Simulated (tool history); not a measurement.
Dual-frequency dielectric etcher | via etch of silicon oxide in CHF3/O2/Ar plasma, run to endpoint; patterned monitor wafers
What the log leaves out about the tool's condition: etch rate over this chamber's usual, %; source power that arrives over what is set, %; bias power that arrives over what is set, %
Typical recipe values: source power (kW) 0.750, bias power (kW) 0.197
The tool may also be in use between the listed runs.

run,hour,source power (kW),bias power (kW),wafers since the last listed run,hours since the last wet clean,hours since the last source power generator calibration,hours since the last bias power generator calibration,hours since the last upper electrode change,"incoming incoming film thickness, nm",endpoint time (s)
1,0.0,0.750,0.197,0,558.4,2371.1,1351.0,1930.7,661.8,275.4
# hour 0.7: wet clean of the chamber
2,52.3,0.750,0.197,347,51.6,2423.4,1403.3,1983.0,657.5,264.9
3,115.9,0.750,0.197,427,115.2,2487.0,1466.9,2046.6,651.6,263.2
4,156.0,0.750,0.217,269,155.3,2527.1,1507.0,2086.7,654.5,252.7
5,217.8,0.750,0.223,415,217.1,2588.9,1568.8,2148.5,659.5,258.7
6,262.6,0.750,0.223,301,261.9,2633.7,1613.6,2193.3,667.5,257.2
7,330.3,0.890,0.197,455,329.6,2701.4,1681.3,2261.0,657.3,245.8
8,368.3,0.840,0.175,255,367.6,2739.4,1719.3,2299.0,660.5,265.4
9,460.2,0.840,0.175,618,459.5,2831.3,1811.2,2390.9,654.5,264.7
10,508.2,0.750,0.231,322,507.5,2879.3,1859.2,2438.9,658.7,255.5
11,564.8,0.750,0.231,380,564.1,2935.9,1915.8,2495.5,664.1,261.2
# hour 613.4: bias power generator calibrated
# hour 613.5: wet clean of the chamber
# hour 693.6: upper electrode replaced
12,733.4,0.750,0.231,945,119.9,3104.5,120.0,39.8,663.5,248.7
13,759.3,0.750,0.197,174,145.8,3130.4,145.9,65.7,651.9,261.3
14,797.2,0.620,0.197,254,183.7,3168.3,183.8,103.6,667.6,301.6
15,856.2,0.750,0.228,396,242.7,3227.3,242.8,162.6,659.9,257.1
16,926.2,0.750,0.197,470,312.7,3297.3,312.8,232.6,657.1,269.3
# hour 961.5: source power generator calibrated
17,985.3,0.750,0.197,370,371.8,23.8,371.9,291.7,658.4,268.3
18,1019.4,0.650,0.197,229,405.9,57.9,406.0,325.8,665.8,300.8
19,1045.3,0.750,0.197,174,431.8,83.8,431.9,351.7,654.0,269.4
20,1075.9,0.830,0.166,205,462.4,114.4,462.5,382.3,661.8,274.9
21,1122.4,0.650,0.215,312,508.9,160.9,509.0,428.8,659.5,288.6
# hour 1163.1: wet clean of the chamber
22,1163.6,0.940,0.212,115,0.5,202.1,550.2,470.0,656.3,227.1
23,1180.7,0.750,0.217,115,17.6,219.2,567.3,487.1,660.4,254.7
24,1241.4,0.830,0.185,408,78.3,279.9,628.0,547.8,655.7,253.3
25,1296.7,0.840,0.224,372,133.6,335.2,683.3,603.1,659.5,239.7
26,1354.9,0.920,0.197,391,191.8,393.4,741.5,661.3,662.4,240.0
27,1414.3,0.870,0.177,399,251.2,452.8,800.9,720.7,656.1,257.1
28,1449.3,0.830,0.223,235,286.2,487.8,835.9,755.7,656.8,241.8
29,1482.6,0.830,0.244,224,319.5,521.1,869.2,789.0,657.6,236.3

What if the next run were any one of these 3? Each begins from the tool's condition after run 29:
A,1483.1,0.750,0.197,3,320.0,521.6,869.7,789.5,662.6,?
B,1483.1,0.890,0.246,3,320.0,521.6,869.7,789.5,662.6,?
C,1483.1,0.600,0.197,3,320.0,521.6,869.7,789.5,662.6,?

run,endpoint time (s)
A,272.5
B,228.9
C,312.2
With no hidden state in the tool, these same runs would have given:
run,endpoint time (s)
A,266.6
B,224.0
C,305.5
